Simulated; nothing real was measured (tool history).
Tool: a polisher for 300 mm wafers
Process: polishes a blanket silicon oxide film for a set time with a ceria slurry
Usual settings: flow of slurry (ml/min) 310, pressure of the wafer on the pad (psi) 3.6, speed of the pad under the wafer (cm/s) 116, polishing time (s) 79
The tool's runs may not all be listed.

run   hour  flow of slurry (ml/min)  pressure of the wafer on the pad (psi)  speed of the pad under the wafer (cm/s)  polishing time (s)  incoming thickness of the incoming film, nm  film removed (Å)
  1      0                      310                                     3.6                                      116                  79                                       1305.9              3835
  2   13.4                      310                                     3.6                                      116                  88                                       1315.5              4309
  3   22.1                      310                                     3.6                                      116                  88                                       1309.4              4226
      30.7  -- worn pad replaced by a new one
  4   37.4                      310                                     3.6                                      116                  79                                       1314.3              3934
  5   47.7                      310                                     3.6                                      116                  79                                       1304.2              3906
  6   61.5                      310                                     3.6                                      116                  79                                       1312.6              3803
  7   76.2                      310                                     3.6                                      116                  79                                       1317.5              3841
  8     93                      310                                     2.9                                      140                  79                                         1309              3870
  9  107.9                      310                                     2.9                                      140                  79                                       1304.2              3837
     117.2  -- worn pad replaced by a new one
 10  117.7                      310                                     3.6                                      116                  79                                       1322.3              3934
 11  130.6                      310                                     4.5                                      116                  87                                         1292              5077
 12  137.8                      310                                     2.8                                      116                  79                                       1310.6              3142
 13  147.7                      310                                     3.6                                      116                  79                                       1299.6              3787
 14  160.4                      310                                     3.6                                      116                  79                                       1292.4              3757
 15  167.7                      310                                     3.6                                      116                  79                                       1320.6              3718
 16  184.2                      310                                     4.4                                      116                  79                                       1302.6              4315
     190.4  -- worn pad replaced by a new one
 17  198.4                      310                                     4.3                                      116                  79                                       1320.3              4364
 18  215.4                      310                                     4.3                                      116                  79                                       1303.1              4333
 19  223.1                      370                                     2.3                                      100                  94                                       1303.8              2825
     240.1  -- head pressure recalibrated
 20  240.6                      310                                     3.2                                      116                  79                                       1306.6              3325
 21  248.3                      310                                     3.6                                      116                  88                                       1320.6              4115
 22  255.9                      370                                     2.5                                      116                  89                                       1287.8              3206
     261.3  -- slurry nozzle cleaned
 23  266.2                      245                                       4                                      116                  98                                       1311.4              5099
 24  275.4                      355                                     2.3                                       80                  58                                       1320.2              1396
     279.9  -- worn pad replaced by a new one
 25  288.1                      245                                     4.5                                      152                  79                                       1304.1              6216
 26  294.9                      310                                     3.6                                      152                 105                                       1318.9              7031
 27  311.2                      310                                     4.5                                      116                  63                                       1307.5              3738
 28  319.9                      230                                     2.7                                      116                  92                                       1316.2              3570
 29    337                      310                                     3.6                                       88                  79                                       1333.7              2989
 30  344.9                      310                                     3.6                                      116                  79                                       1307.2              3975
 31  352.1                      310                                     3.6                                      116                  79                                       1285.2              3912
     359.4  -- worn pad replaced by a new one
 32  368.2                      310                                     3.6                                      116                  79                                       1326.3              4049
 33  376.1                      310                                     3.6                                       96                  79                                       1311.3              3350
 34    383                      310                                     3.6                                      116                  79                                       1309.9              3953
 35  398.1                      210                                     4.9                                      116                  79                                       1309.6              4843
 36  408.5                      310                                     3.6                                      116                  79                                       1304.3              3904
 37  420.4                      310                                     4.2                                       98                  79                                         1318              3720

Forecast each of these 4 alternatives for the next run:
  A  420.9                      310                                     3.6                                      116                  87                                       1282.2                 ?
  B  420.9                      310                                     3.6                                      116                  70                                       1282.2                 ?
  C  420.9                      310                                     3.6                                      116                  65                                       1282.2                 ?
  D  420.9                      310                                     3.1                                      116                  79                                       1282.2                 ?

run  film removed (Å)
  A              4312
  B              3469
  C              3222
  D              3479
Without the tool's hidden state the same runs would have given:
run  film removed (Å)
  A              4496
  B              3618
  C              3359
  D              3628
